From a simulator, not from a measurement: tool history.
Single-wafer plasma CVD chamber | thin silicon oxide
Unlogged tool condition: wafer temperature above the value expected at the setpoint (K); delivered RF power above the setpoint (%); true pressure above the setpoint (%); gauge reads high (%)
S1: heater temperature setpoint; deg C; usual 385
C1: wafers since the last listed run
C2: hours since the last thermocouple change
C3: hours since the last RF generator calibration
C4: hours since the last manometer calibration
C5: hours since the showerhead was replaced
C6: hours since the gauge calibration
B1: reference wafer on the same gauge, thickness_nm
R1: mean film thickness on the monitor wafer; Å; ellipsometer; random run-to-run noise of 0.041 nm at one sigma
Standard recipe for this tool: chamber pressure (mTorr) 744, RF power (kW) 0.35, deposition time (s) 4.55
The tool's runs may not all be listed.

Run 1, hour 0: usual settings; C1 0; C2 134; C3 697.9; C4 654.5; C5 5128.2; C6 1402.8; B1 9.747. Result: R1 86.06 Å.
Run 2, hour 37.1: usual settings but RF power (kW) 0.385; C1 1029; C2 171.1; C3 735; C4 691.6; C5 5165.3; C6 1439.9; B1 9.765. Result: R1 88.21 Å.
Run 3, hour 244.9: usual settings but RF power (kW) 0.385; C1 5764; C2 378.9; C3 942.8; C4 899.4; C5 5373.1; C6 1647.7; B1 9.757. Result: R1 88.42 Å.
Run 4, hour 307.7: usual settings; C1 1742; C2 441.7; C3 1005.6; C4 962.2; C5 5435.9; C6 1710.5; B1 9.734. Result: R1 85.11 Å.
Run 5, hour 357.5: usual settings; C1 1381; C2 491.5; C3 1055.4; C4 1012; C5 5485.7; C6 1760.3; B1 9.761. Result: R1 83.69 Å.
At hour 390.2: gauge calibrated.
Run 6, hour 427: usual settings; C1 1927; C2 561; C3 1124.9; C4 1081.5; C5 5555.2; C6 36.8; B1 9.751. Result: R1 84.41 Å.
Run 7, hour 488.1: usual settings but RF power (kW) 0.395; C1 1694; C2 622.1; C3 1186; C4 1142.6; C5 5616.3; C6 97.9; B1 9.752. Result: R1 88.12 Å.
At hour 521.1: RF generator calibrated.
Run 8, hour 554.8: usual settings but deposition time (s) 4.77; C1 1628; C2 688.8; C3 33.7; C4 1209.3; C5 5683; C6 164.6; B1 9.752. Result: R1 88.33 Å.
Run 9, hour 578.9: usual settings but RF power (kW) 0.38; C1 668; C2 712.9; C3 57.8; C4 1233.4; C5 5707.1; C6 188.7; B1 9.747. Result: R1 85.78 Å.
At hour 609.5: capacitance manometer re-zeroed and calibrated.
Run 10, hour 648.2: usual settings but S1 375 deg C; C1 1700; C2 782.2; C3 127.1; C4 38.7; C5 5776.4; C6 258; B1 9.745. Result: R1 82.13 Å.
At hour 690.7: showerhead replaced.
Run 11, hour 691.2: usual settings but chamber pressure (mTorr) 887, RF power (kW) 0.395, deposition time (s) 5.22; C1 970; C2 825.2; C3 170.1; C4 81.7; C5 0.5; C6 301; B1 9.752. Result: R1 116 Å.
Run 12, hour 717.7: usual settings but RF power (kW) 0.325; C1 735; C2 851.7; C3 196.6; C4 108.2; C5 27; C6 327.5; B1 9.761. Result: R1 78.95 Å.
Run 13, hour 748.3: usual settings but chamber pressure (mTorr) 860, RF power (kW) 0.37, deposition time (s) 3.94; C1 848; C2 882.3; C3 227.2; C4 138.8; C5 57.6; C6 358.1; B1 9.749. Result: R1 82.29 Å.
At hour 807.6: thermocouple changed; heater temperature recalibrated.
Run 14, hour 819: usual settings but chamber pressure (mTorr) 792; C1 1739; C2 11.4; C3 297.9; C4 209.5; C5 128.3; C6 428.8; B1 9.748. Result: R1 86.65 Å.
At hour 853.8: capacitance manometer re-zeroed and calibrated, repeated, since the last time left the tool worse.
Run 15, hour 885.4: usual settings but chamber pressure (mTorr) 563; C1 1620; C2 77.8; C3 364.3; C4 31.6; C5 194.7; C6 495.2; B1 9.766. Result: R1 65.43 Å.
Run 16, hour 914.7: usual settings but S1 371 deg C; C1 812; C2 107.1; C3 393.6; C4 60.9; C5 224; C6 524.5; B1 9.75. Result: R1 88.83 Å.
Run 17, hour 964.8: usual settings; C1 1389; C2 157.2; C3 443.7; C4 111; C5 274.1; C6 574.6; B1 9.746. Result: R1 88.22 Å.
Run 18, hour 1024.1: usual settings but S1 391 deg C, chamber pressure (mTorr) 822, RF power (kW) 0.325, deposition time (s) 3.88; C1 1644; C2 216.5; C3 503; C4 170.3; C5 333.4; C6 633.9; B1 9.759. Result: R1 79.38 Å.
Run 19, hour 1076.6: usual settings but S1 397 deg C, RF power (kW) 0.295, deposition time (s) 4.05; C1 1456; C2 269; C3 555.5; C4 222.8; C5 385.9; C6 686.4; B1 9.767. Result: R1 71.28 Å.
Run 20, hour 1122.7: usual settings but chamber pressure (mTorr) 620, deposition time (s) 4.85; C1 1278; C2 315.1; C3 601.6; C4 268.9; C5 432; C6 732.5; B1 9.735. Result: R1 77.17 Å.
Run 21, hour 1183: usual settings but S1 375 deg C; C1 1672; C2 375.4; C3 661.9; C4 329.2; C5 492.3; C6 792.8; B1 9.752. Result: R1 88.57 Å.
Run 22, hour 1249.3: usual settings but S1 397 deg C, deposition time (s) 5.27; C1 1839; C2 441.7; C3 728.2; C4 395.5; C5 558.6; C6 859.1; B1 9.726. Result: R1 99.58 Å.
Run 23, hour 1317.6: usual settings but S1 377 deg C, chamber pressure (mTorr) 685, RF power (kW) 0.29, deposition time (s) 5.39; C1 1894; C2 510; C3 796.5; C4 463.8; C5 626.9; C6 927.4; B1 9.726. Result: R1 88.06 Å.
Run 24, hour 1364.8: usual settings but chamber pressure (mTorr) 867; C1 1309; C2 557.2; C3 843.7; C4 511; C5 674.1; C6 974.6; B1 9.751. Result: R1 100.09 Å.
Run 25, hour 1433.1: usual settings but chamber pressure (mTorr) 572, RF power (kW) 0.42; C1 1894; C2 625.5; C3 912; C4 579.3; C5 742.4; C6 1042.9; B1 9.747. Result: R1 70.61 Å.
Run 26, hour 1465.7: usual settings; C1 904; C2 658.1; C3 944.6; C4 611.9; C5 775; C6 1075.5; B1 9.744. Result: R1 85.72 Å.
Run 27, hour 1494.6: usual settings but deposition time (s) 4.32; C1 801; C2 687; C3 973.5; C4 640.8; C5 803.9; C6 1104.4; B1 9.762. Result: R1 82.63 Å.
Run 28, hour 1547.1: usual settings but deposition time (s) 3.79; C1 1456; C2 739.5; C3 1026; C4 693.3; C5 856.4; C6 1156.9; B1 9.745. Result: R1 71.95 Å.

4 ways to go on from here, each from the tool as it stands after run 28. What would each give?
Run A, hour 1547.5: usual settings; C1 11; C2 739.9; C3 1026.4; C4 693.7; C5 856.8; C6 1157.3; B1 ?. Result: R1 ?.
Run B, hour 1547.5: usual settings but S1 376 deg C, deposition time (s) 4.06; C1 11; C2 739.9; C3 1026.4; C4 693.7; C5 856.8; C6 1157.3; B1 ?. Result: R1 ?.
Run C, hour 1547.5: usual settings but deposition time (s) 4.04; C1 11; C2 739.9; C3 1026.4; C4 693.7; C5 856.8; C6 1157.3; B1 ?. Result: R1 ?.
Run D, hour 1547.5: usual settings but S1 374 deg C, chamber pressure (mTorr) 689, deposition time (s) 5.31; C1 11; C2 739.9; C3 1026.4; C4 693.7; C5 856.8; C6 1157.3; B1 ?. Result: R1 ?.

run    B1     R1
  A  9.74  85.51
  B  9.74  76.83
  C  9.74  75.94
  D  9.74  93.09
With the hidden condition removed and each run's random variation left untouched, the same runs would have given:
run     R1
  A   87.3
  B  78.44
  C  77.52
  D  95.07
